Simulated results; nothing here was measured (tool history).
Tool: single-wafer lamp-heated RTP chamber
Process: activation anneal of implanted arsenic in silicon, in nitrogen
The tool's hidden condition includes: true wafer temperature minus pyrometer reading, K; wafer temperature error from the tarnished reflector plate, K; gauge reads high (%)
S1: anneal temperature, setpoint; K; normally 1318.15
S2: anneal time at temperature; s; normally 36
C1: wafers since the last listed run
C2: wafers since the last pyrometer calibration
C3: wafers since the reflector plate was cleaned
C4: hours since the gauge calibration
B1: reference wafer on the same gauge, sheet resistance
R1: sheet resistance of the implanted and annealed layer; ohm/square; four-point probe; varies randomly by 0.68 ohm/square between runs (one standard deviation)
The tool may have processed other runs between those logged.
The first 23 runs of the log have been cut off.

run	hour	S1	S2	C1	C2	C3	C4	B1	R1
24	285.1	1318.15	36	144	837	2016	63.2	230.72	218.60
25	298.7	1318.15	36	222	1060	2239	76.8	231.05	220.09
26	312.0	1344.15	28	217	1278	2457	90.1	231.01	215.81
27	321.0	1300.15	19	147	1425	2604	99.1	230.88	230.56
28	328.3	1346.15	56	119	1545	2724	106.4	231.16	205.28
29	339.3	1318.15	36	180	1725	2904	117.4	230.89	219.33
30	350.1	1330.15	55	176	1902	3081	128.2	231.02	210.07
31	360.7	1318.15	36	173	2076	3255	138.8	230.61	217.89
32	404.1	1302.15	19	711	2787	3966	182.2	231.17	231.13
33	416.3	1345.15	36	199	2987	4166	194.4	231.17	211.31
34	432.4	1327.15	27	263	3251	4430	210.5	230.72	220.59

Branching from run 34: 4 alternative next runs. What would each branch give?
A	432.8	1342.15	36	6	3257	4436	210.9	?	?
B	432.8	1342.15	26	6	3257	4436	210.9	?	?
C	432.8	1291.15	30	6	3257	4436	210.9	?	?
D	432.8	1305.15	16	6	3257	4436	210.9	?	?

run	B1	R1
A	231.44	212.28
B	231.44	216.58
C	231.44	228.78
D	231.44	231.90
What these runs would have given with no unlogged condition in the tool:
run	R1
A	214.81
B	219.04
C	230.83
D	233.69
